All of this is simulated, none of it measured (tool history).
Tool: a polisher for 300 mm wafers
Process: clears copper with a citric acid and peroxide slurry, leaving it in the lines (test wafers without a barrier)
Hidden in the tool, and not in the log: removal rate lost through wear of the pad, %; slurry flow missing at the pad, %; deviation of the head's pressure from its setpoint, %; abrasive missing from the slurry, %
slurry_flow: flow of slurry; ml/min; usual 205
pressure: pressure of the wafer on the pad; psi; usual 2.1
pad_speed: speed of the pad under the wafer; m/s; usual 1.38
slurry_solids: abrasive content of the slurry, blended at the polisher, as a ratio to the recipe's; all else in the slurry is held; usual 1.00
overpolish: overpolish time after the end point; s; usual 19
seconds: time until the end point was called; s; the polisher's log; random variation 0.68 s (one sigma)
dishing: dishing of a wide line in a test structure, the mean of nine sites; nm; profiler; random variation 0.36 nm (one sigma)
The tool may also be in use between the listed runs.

run,hour,slurry_flow,pressure,pad_speed,slurry_solids,overpolish,wafers since the last listed run,wafers polished on this pad,hours since the slurry nozzle was cleaned,hours since the head pressure was calibrated,hours since the slurry blender was calibrated,"incoming thickness of the incoming film, nm",seconds,dishing
1,0.0,235,2.1,1.38,1.00,19,0,702,468.9,368.0,176.7,161.0,76.9,30.7
2,16.3,205,2.1,1.38,1.00,19,164,866,485.2,384.3,193.0,160.5,78.7,30.8
# hour 42.4: worn pad replaced by a new one
3,42.9,205,2.1,1.38,1.00,19,227,5,511.8,410.9,219.6,163.4,79.0,29.8
4,54.4,205,2.1,1.38,1.00,19,115,121,523.3,422.4,231.1,159.8,79.1,30.1
5,69.4,170,2.1,1.38,1.00,19,151,272,538.3,437.4,246.1,159.0,81.0,29.9
6,116.4,170,2.1,1.38,1.00,19,474,746,585.3,484.4,293.1,160.6,80.5,29.8
7,129.9,205,2.1,1.38,1.20,19,136,882,598.8,497.9,306.6,157.0,72.9,31.0
8,141.8,205,2.1,1.38,1.00,19,120,1002,610.7,509.8,318.5,159.4,78.8,29.9
9,150.6,205,2.1,1.38,1.00,19,88,1091,619.5,518.6,327.3,161.9,81.0,29.6
# hour 155.2: worn pad replaced by a new one
10,159.9,205,2.1,1.38,1.00,19,53,47,628.8,527.9,336.6,160.0,78.5,29.9
11,177.7,205,2.1,1.38,1.00,19,179,227,646.6,545.7,354.4,160.8,79.4,29.9
# hour 186.1: slurry nozzle cleaned
12,187.2,205,2.1,1.38,1.00,19,85,312,1.1,555.2,363.9,161.8,79.4,30.0
# hour 205.7: slurry blender recalibrated
13,206.2,205,1.9,1.38,1.00,19,171,484,20.1,574.2,0.5,161.9,84.0,29.0
14,212.8,205,2.1,1.38,1.00,19,66,550,26.7,580.8,7.1,160.1,79.0,29.8
15,222.8,205,2.6,1.38,0.85,28,100,651,36.7,590.8,17.1,159.0,69.9,46.7
16,232.8,205,2.1,1.38,0.75,19,100,752,46.7,600.8,27.1,162.7,85.4,28.1
17,250.5,180,2.1,1.38,1.15,19,178,931,64.4,618.5,44.8,159.4,79.0,30.3
18,257.9,150,2.1,1.72,1.00,19,74,1005,71.8,625.9,52.2,159.8,67.4,34.1
19,265.8,205,2.1,1.38,1.00,19,79,1085,79.7,633.8,60.1,160.9,79.3,30.0
# hour 284.9: head pressure recalibrated
# hour 285.0: worn pad replaced by a new one
20,285.5,205,2.1,1.58,1.00,14,177,4,99.4,0.6,79.8,158.5,69.2,26.0
21,298.7,240,1.9,1.38,1.00,30,133,137,112.6,13.8,93.0,159.8,82.4,42.2
22,314.6,205,2.1,1.38,1.00,19,160,298,128.5,29.7,108.9,161.5,79.4,29.9
23,321.6,230,2.1,1.38,1.00,19,70,368,135.5,36.7,115.9,159.1,77.9,30.8
24,333.7,205,2.1,1.52,1.00,22,122,490,147.6,48.8,128.0,159.3,71.4,36.8
25,351.4,165,2.6,1.80,1.00,16,178,669,165.3,66.5,145.7,160.6,55.2,35.9
26,366.8,205,2.1,1.38,1.00,19,155,824,180.7,81.9,161.1,159.2,78.7,29.9
27,378.3,205,2.1,1.38,1.30,19,115,940,192.2,93.4,172.6,162.1,76.2,31.5

4 ways to go on from here, each from the tool as it stands after run 27. What would each give?
A,378.7,205,2.4,1.38,1.00,19,4,944,192.6,93.8,173.0,160.7,?,?
B,378.7,205,1.9,1.38,0.90,10,4,944,192.6,93.8,173.0,160.7,?,?
C,378.7,205,2.1,1.38,1.00,25,4,944,192.6,93.8,173.0,160.7,?,?
D,378.7,205,1.9,1.38,1.00,9,4,944,192.6,93.8,173.0,160.7,?,?

run,seconds,dishing
A,72.6,32.8
B,86.6,15.6
C,79.3,38.1
D,84.5,14.5
Without the tool's hidden state the same runs would have given:
run,seconds,dishing
A,72.6,32.8
B,86.6,15.6
C,79.3,38.1
D,84.5,14.5
